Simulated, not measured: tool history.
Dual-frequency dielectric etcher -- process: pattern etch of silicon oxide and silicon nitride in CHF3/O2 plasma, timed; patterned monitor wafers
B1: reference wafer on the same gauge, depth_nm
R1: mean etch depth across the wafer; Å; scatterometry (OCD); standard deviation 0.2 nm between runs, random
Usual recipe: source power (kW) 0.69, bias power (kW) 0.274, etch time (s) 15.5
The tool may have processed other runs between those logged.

Run 1, hour 0: usual settings; B1 32.62. Result: R1 307.6 Å.
Run 2, hour 73.7: usual settings but etch time (s) 17.5; B1 32.77. Result: R1 343.7 Å.
Run 3, hour 111.3: usual settings but etch time (s) 17.5; B1 32.72. Result: R1 340.8 Å.
Run 4, hour 131: usual settings but etch time (s) 17.5; B1 32.76. Result: R1 342.6 Å.
Run 5, hour 218.9: usual settings; B1 32.6. Result: R1 297.1 Å.
Run 6, hour 240: usual settings; B1 32.66. Result: R1 301 Å.
Run 7, hour 344.8: usual settings; B1 32.68. Result: R1 296 Å.
Run 8, hour 375.3: usual settings; B1 32.68. Result: R1 296.3 Å.
Run 9, hour 396.2: usual settings but source power (kW) 0.78, bias power (kW) 0.318, etch time (s) 18; B1 32.83. Result: R1 407.4 Å.
Run 10, hour 421.7: usual settings; B1 32.74. Result: R1 293.7 Å.
Run 11, hour 458.5: usual settings; B1 32.62. Result: R1 307.7 Å.
Run 12, hour 485: usual settings but source power (kW) 0.59, etch time (s) 19.5; B1 32.62. Result: R1 341.9 Å.
Run 13, hour 508.3: usual settings; B1 32.72. Result: R1 301.6 Å.
Run 14, hour 535.2: usual settings; B1 32.7. Result: R1 302.2 Å.
Run 15, hour 563.3: usual settings but source power (kW) 0.85, bias power (kW) 0.296; B1 32.65. Result: R1 362.7 Å.
Run 16, hour 598.4: usual settings but bias power (kW) 0.322, etch time (s) 19.5; B1 32.64. Result: R1 419.4 Å.
Run 17, hour 610.9: usual settings but etch time (s) 17.5; B1 32.69. Result: R1 337.4 Å.
Run 18, hour 625.7: usual settings but bias power (kW) 0.221; B1 32.73. Result: R1 259.1 Å.
Run 19, hour 651.8: usual settings but bias power (kW) 0.247, etch time (s) 11.5; B1 32.8. Result: R1 206.5 Å.
Run 20, hour 670.4: usual settings but bias power (kW) 0.301; B1 32.71. Result: R1 317.4 Å.
Run 21, hour 696.5: usual settings but source power (kW) 0.74; B1 32.64. Result: R1 315 Å.
Run 22, hour 729.4: usual settings but source power (kW) 0.82, bias power (kW) 0.303, etch time (s) 12.5; B1 32.7. Result: R1 284.6 Å.
Run 23, hour 759.4: usual settings but source power (kW) 0.78, bias power (kW) 0.217, etch time (s) 18.5; B1 32.7. Result: R1 323 Å.
Run 24, hour 784.2: usual settings but source power (kW) 0.59, bias power (kW) 0.22; B1 32.68. Result: R1 225.7 Å.
Run 25, hour 819.8: usual settings but bias power (kW) 0.319; B1 32.72. Result: R1 323 Å.
Run 26, hour 839.8: usual settings but source power (kW) 0.77, bias power (kW) 0.245, etch time (s) 12; B1 32.77. Result: R1 224.3 Å.
Run 27, hour 871.7: usual settings; B1 32.64. Result: R1 290.4 Å.
Run 28, hour 891.5: usual settings; B1 32.84. Result: R1 291.5 Å.
Run 29, hour 916.2: usual settings; B1 32.71. Result: R1 293.5 Å.
Run 30, hour 979.3: usual settings but source power (kW) 0.63; B1 32.8. Result: R1 270.3 Å.

The log once held 5 entries between its listed runs, left out of this copy. Where does each go, and what is different about the tool's unlogged condition between the listed run before it and the listed run after it?
In the gap between runs 2 and 3: bias power generator calibrated (hour 110.8)
  etch rate over this chamber's usual, %: -0.88 -> -1.27
  measured less the result without the state, R1: -3.1 -> -4.3 Å
In the gap between runs 4 and 5: upper electrode replaced, of another model than before (hour 216); source power generator calibrated (hour 218.4)
  etch rate over this chamber's usual, %: -1.47 -> -2.38
  measured less the result without the state, R1: -5.2 -> -7.3 Å
In the gap between runs 10 and 11: wet clean of the chamber (hour 458)
  etch rate over this chamber's usual, %: -4.48 -> -0.119
  measured less the result without the state, R1: -13.8 -> -0.4 Å
In the gap between runs 17 and 18: gauge calibrated (hour 618.2)
  etch rate over this chamber's usual, %: -1.7 -> -1.85
  measured less the result without the state, R1: -5.8 -> -4.9 Å

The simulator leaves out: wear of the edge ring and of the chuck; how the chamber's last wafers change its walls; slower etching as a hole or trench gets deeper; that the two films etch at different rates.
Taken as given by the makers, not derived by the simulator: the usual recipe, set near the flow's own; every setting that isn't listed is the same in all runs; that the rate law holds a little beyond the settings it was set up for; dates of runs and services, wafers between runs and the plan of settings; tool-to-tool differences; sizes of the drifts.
